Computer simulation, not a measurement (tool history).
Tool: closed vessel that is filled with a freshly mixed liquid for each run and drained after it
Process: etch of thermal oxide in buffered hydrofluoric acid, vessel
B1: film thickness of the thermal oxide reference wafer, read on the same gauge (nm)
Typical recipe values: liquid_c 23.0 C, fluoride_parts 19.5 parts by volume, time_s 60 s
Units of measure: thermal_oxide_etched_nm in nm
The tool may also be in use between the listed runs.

{"run": 1, "day": 0.0, "liquid_c": 23.0, "fluoride_parts": 19.5, "time_s": 60, "B1": 89.98, "thermal_oxide_etched_nm": 27.19}
{"run": 2, "day": 1.9, "liquid_c": 23.0, "fluoride_parts": 19.5, "time_s": 60, "B1": 90.03, "thermal_oxide_etched_nm": 27.32}
{"run": 3, "day": 5.696, "liquid_c": 25.5, "fluoride_parts": 19.5, "time_s": 60, "B1": 89.98, "thermal_oxide_etched_nm": 31.41}
{"run": 4, "day": 8.108, "liquid_c": 25.5, "fluoride_parts": 19.5, "time_s": 60, "B1": 90.02, "thermal_oxide_etched_nm": 31.41}
{"run": 5, "day": 10.729, "liquid_c": 23.0, "fluoride_parts": 25.0, "time_s": 60, "B1": 89.98, "thermal_oxide_etched_nm": 22.91}
{"run": 6, "day": 12.533, "liquid_c": 23.0, "fluoride_parts": 17.5, "time_s": 60, "B1": 89.99, "thermal_oxide_etched_nm": 30.47}
{"run": 7, "day": 14.596, "liquid_c": 23.0, "fluoride_parts": 17.5, "time_s": 60, "B1": 90.0, "thermal_oxide_etched_nm": 30.43}
{"run": 8, "day": 22.908, "liquid_c": 23.0, "fluoride_parts": 19.5, "time_s": 80, "B1": 89.97, "thermal_oxide_etched_nm": 36.55}
{"run": 9, "day": 25.996, "liquid_c": 23.0, "fluoride_parts": 19.5, "time_s": 60, "B1": 89.99, "thermal_oxide_etched_nm": 27.56}
{"day": 28.117, "done": "hydrofluoric acid flow meter replaced"}
{"run": 10, "day": 29.004, "liquid_c": 23.0, "fluoride_parts": 24.5, "time_s": 60, "B1": 90.02, "thermal_oxide_etched_nm": 23.38}
{"run": 11, "day": 33.021, "liquid_c": 23.0, "fluoride_parts": 25.5, "time_s": 80, "B1": 90.01, "thermal_oxide_etched_nm": 30.27}
{"run": 12, "day": 35.429, "liquid_c": 23.0, "fluoride_parts": 25.5, "time_s": 80, "B1": 89.98, "thermal_oxide_etched_nm": 30.17}
{"day": 39.546, "done": "thermometer replaced"}
{"run": 13, "day": 43.738, "liquid_c": 23.0, "fluoride_parts": 25.5, "time_s": 80, "B1": 89.98, "thermal_oxide_etched_nm": 30.98}
{"run": 14, "day": 46.512, "liquid_c": 23.0, "fluoride_parts": 25.5, "time_s": 80, "B1": 90.0, "thermal_oxide_etched_nm": 30.98}
{"run": 15, "day": 50.358, "liquid_c": 18.0, "fluoride_parts": 23.0, "time_s": 80, "B1": 90.02, "thermal_oxide_etched_nm": 25.21}
{"run": 16, "day": 52.675, "liquid_c": 20.5, "fluoride_parts": 14.5, "time_s": 60, "B1": 89.98, "thermal_oxide_etched_nm": 33.2}
{"day": 54.846, "done": "thermometer replaced, repeated, since the last time left the tool worse"}
{"run": 17, "day": 55.308, "liquid_c": 23.0, "fluoride_parts": 24.5, "time_s": 60, "B1": 90.04, "thermal_oxide_etched_nm": 23.12}
{"run": 18, "day": 57.175, "liquid_c": 24.5, "fluoride_parts": 19.5, "time_s": 40, "B1": 90.02, "thermal_oxide_etched_nm": 19.67}
{"run": 19, "day": 61.283, "liquid_c": 21.5, "fluoride_parts": 13.5, "time_s": 60, "B1": 89.96, "thermal_oxide_etched_nm": 36.06}
{"day": 61.412, "done": "gauge calibrated"}
{"run": 20, "day": 68.45, "liquid_c": 23.0, "fluoride_parts": 12.5, "time_s": 60, "B1": 89.99, "thermal_oxide_etched_nm": 42.34}
{"run": 21, "day": 70.3, "liquid_c": 23.0, "fluoride_parts": 19.5, "time_s": 60, "B1": 90.01, "thermal_oxide_etched_nm": 27.37}
{"run": 22, "day": 73.342, "liquid_c": 26.5, "fluoride_parts": 12.5, "time_s": 60, "B1": 89.98, "thermal_oxide_etched_nm": 51.36}
{"day": 76.75, "done": "hydrofluoric acid flow meter replaced"}
{"run": 23, "day": 77.767, "liquid_c": 23.0, "fluoride_parts": 24.0, "time_s": 90, "B1": 89.98, "thermal_oxide_etched_nm": 35.32}
{"run": 24, "day": 85.508, "liquid_c": 18.5, "fluoride_parts": 13.0, "time_s": 40, "B1": 89.96, "thermal_oxide_etched_nm": 21.05}
{"run": 25, "day": 87.242, "liquid_c": 23.0, "fluoride_parts": 19.5, "time_s": 60, "B1": 90.02, "thermal_oxide_etched_nm": 27.25}

Below are 3 alternative next runs, each starting from the tool's condition after run 25. Predict each:
{"run": "A", "day": 87.271, "liquid_c": 23.0, "fluoride_parts": 19.5, "time_s": 60, "B1": "?", "thermal_oxide_etched_nm": "?"}
{"run": "B", "day": 87.271, "liquid_c": 27.0, "fluoride_parts": 12.0, "time_s": 90, "B1": "?", "thermal_oxide_etched_nm": "?"}
{"run": "C", "day": 87.271, "liquid_c": 26.0, "fluoride_parts": 19.5, "time_s": 60, "B1": "?", "thermal_oxide_etched_nm": "?"}

run=A B1=90.02 thermal_oxide_etched_nm=27.20
run=B B1=90.02 thermal_oxide_etched_nm=81.65
run=C B1=90.02 thermal_oxide_etched_nm=32.03
Without the tool's unlogged condition, the same runs would have read:
run=A thermal_oxide_etched_nm=26.92
run=B thermal_oxide_etched_nm=80.83
run=C thermal_oxide_etched_nm=31.70

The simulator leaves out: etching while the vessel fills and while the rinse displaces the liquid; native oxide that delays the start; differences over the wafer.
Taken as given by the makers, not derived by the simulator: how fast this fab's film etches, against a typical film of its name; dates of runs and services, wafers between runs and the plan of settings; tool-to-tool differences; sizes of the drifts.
